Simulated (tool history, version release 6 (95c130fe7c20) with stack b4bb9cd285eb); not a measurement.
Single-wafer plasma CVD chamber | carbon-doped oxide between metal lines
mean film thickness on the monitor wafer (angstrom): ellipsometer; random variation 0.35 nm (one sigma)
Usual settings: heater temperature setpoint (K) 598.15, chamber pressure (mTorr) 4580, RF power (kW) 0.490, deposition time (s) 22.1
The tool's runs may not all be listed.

run,hour,heater temperature setpoint (K),chamber pressure (mTorr),RF power (kW),deposition time (s),"read-back reference wafer on the same gauge, thickness_nm",mean film thickness on the monitor wafer (angstrom)
1,0.0,598.15,4580,0.490,22.1,116.915,1238.50
# hour 19.1: capacitance manometer re-zeroed and calibrated
2,47.1,598.15,4580,0.490,22.1,116.990,1238.15
# hour 62.3: showerhead replaced
3,62.8,598.15,5340,0.490,22.1,116.985,1252.69
4,108.0,598.15,5340,0.490,22.1,117.002,1258.00
5,122.6,598.15,5340,0.490,22.1,117.007,1246.63
6,140.2,598.15,5350,0.490,22.1,116.977,1252.24
7,147.8,598.15,5350,0.490,22.1,117.020,1250.59
8,155.1,593.15,5370,0.490,22.1,116.942,1272.39
# hour 163.7: thermocouple changed; heater temperature recalibrated
9,165.5,610.15,4580,0.430,22.1,116.985,1053.94
10,175.9,598.15,4580,0.490,22.1,116.949,1225.41
11,183.9,602.15,4580,0.420,20.7,116.956,995.27
12,193.2,598.15,4580,0.395,19.9,116.991,913.37
13,211.1,598.15,4580,0.490,22.1,116.989,1220.69
14,226.6,607.15,4580,0.490,22.1,116.953,1186.26
# hour 229.2: gauge calibrated
15,241.5,602.15,4580,0.420,22.1,117.039,1054.35
16,254.2,598.15,4580,0.490,22.1,116.955,1220.86
17,260.6,611.15,4580,0.415,24.2,117.040,1113.95
18,277.3,598.15,4580,0.490,22.1,117.032,1224.15
19,284.7,598.15,4580,0.490,22.1,116.918,1215.90
20,294.9,593.15,5370,0.490,22.1,117.006,1257.25

Run 21 comes next. What will it give?
21,302.8,594.15,4580,0.490,22.1,?,?

{"run 21": {"read-back reference wafer on the same gauge, thickness_nm": 117.031, "mean film thickness on the monitor wafer (angstrom)": 1226.56}}
Without the tool's hidden state the same run would have given mean film thickness on the monitor wafer (angstrom) 1253.49.

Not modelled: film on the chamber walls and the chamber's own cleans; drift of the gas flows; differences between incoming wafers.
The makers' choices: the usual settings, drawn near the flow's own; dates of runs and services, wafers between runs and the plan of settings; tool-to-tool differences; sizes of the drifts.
